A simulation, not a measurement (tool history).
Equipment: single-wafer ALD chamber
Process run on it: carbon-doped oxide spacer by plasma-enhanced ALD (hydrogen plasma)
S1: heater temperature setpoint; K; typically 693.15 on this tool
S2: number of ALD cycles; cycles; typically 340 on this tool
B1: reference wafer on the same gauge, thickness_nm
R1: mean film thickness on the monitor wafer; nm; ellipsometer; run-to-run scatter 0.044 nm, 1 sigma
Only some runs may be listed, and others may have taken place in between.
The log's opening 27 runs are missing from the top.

{"run": 28, "hour": 359.6, "S1": 706.15, "S2": 305, "B1": 16.642, "R1": 15.152}
{"run": 29, "hour": 366.6, "S1": 693.15, "S2": 340, "B1": 16.655, "R1": 17.598}
{"run": 30, "hour": 380.2, "S1": 702.15, "S2": 393, "B1": 16.662, "R1": 19.855}
{"run": 31, "hour": 390.6, "S1": 707.15, "S2": 278, "B1": 16.673, "R1": 13.889}
{"run": 32, "hour": 405.3, "S1": 693.15, "S2": 340, "B1": 16.672, "R1": 17.611}
{"run": 33, "hour": 411.8, "S1": 702.15, "S2": 308, "B1": 16.684, "R1": 15.555}
{"run": 34, "hour": 427.5, "S1": 683.15, "S2": 407, "B1": 16.686, "R1": 21.676}
{"run": 35, "hour": 444.1, "S1": 697.15, "S2": 371, "B1": 16.697, "R1": 19.019}
{"run": 36, "hour": 455.9, "S1": 693.15, "S2": 340, "B1": 16.709, "R1": 17.581}
{"run": 37, "hour": 464.2, "S1": 697.15, "S2": 385, "B1": 16.703, "R1": 19.677}
{"run": 38, "hour": 470.8, "S1": 703.15, "S2": 385, "B1": 16.72, "R1": 19.392}
{"run": 39, "hour": 481.5, "S1": 698.15, "S2": 340, "B1": 16.707, "R1": 17.372}
{"run": 40, "hour": 493.4, "S1": 679.15, "S2": 295, "B1": 16.728, "R1": 15.887}
{"run": 41, "hour": 505.4, "S1": 679.15, "S2": 303, "B1": 16.722, "R1": 16.277}
{"run": 42, "hour": 552.6, "S1": 682.15, "S2": 378, "B1": 16.723, "R1": 20.219}
{"run": 43, "hour": 559.9, "S1": 683.15, "S2": 392, "B1": 16.732, "R1": 20.882}
{"run": 44, "hour": 566.4, "S1": 693.15, "S2": 340, "B1": 16.73, "R1": 17.615}
{"hour": 573.6, "done": "gauge calibrated"}
{"run": 45, "hour": 583.7, "S1": 693.15, "S2": 340, "B1": 16.524, "R1": 17.368}
{"run": 46, "hour": 589.9, "S1": 693.15, "S2": 319, "B1": 16.539, "R1": 16.393}

Below are 5 alternative next runs, each starting from the tool's condition after run 46. Predict each:
{"run": "A", "hour": 590.8, "S1": 693.15, "S2": 340, "B1": "?", "R1": "?"}
{"run": "B", "hour": 590.8, "S1": 703.15, "S2": 387, "B1": "?", "R1": "?"}
{"run": "C", "hour": 590.8, "S1": 687.15, "S2": 295, "B1": "?", "R1": "?"}
{"run": "D", "hour": 590.8, "S1": 686.15, "S2": 392, "B1": "?", "R1": "?"}
{"run": "E", "hour": 590.8, "S1": 708.15, "S2": 363, "B1": "?", "R1": "?"}

run=A B1=16.538 R1=17.450
run=B B1=16.538 R1=19.305
run=C B1=16.538 R1=15.396
run=D B1=16.538 R1=20.515
run=E B1=16.538 R1=17.846
With the hidden condition removed and each run's random variation left untouched, the same runs would have given:
run=A R1=17.407
run=B R1=19.257
run=C R1=15.358
run=D R1=20.464
run=E R1=17.802
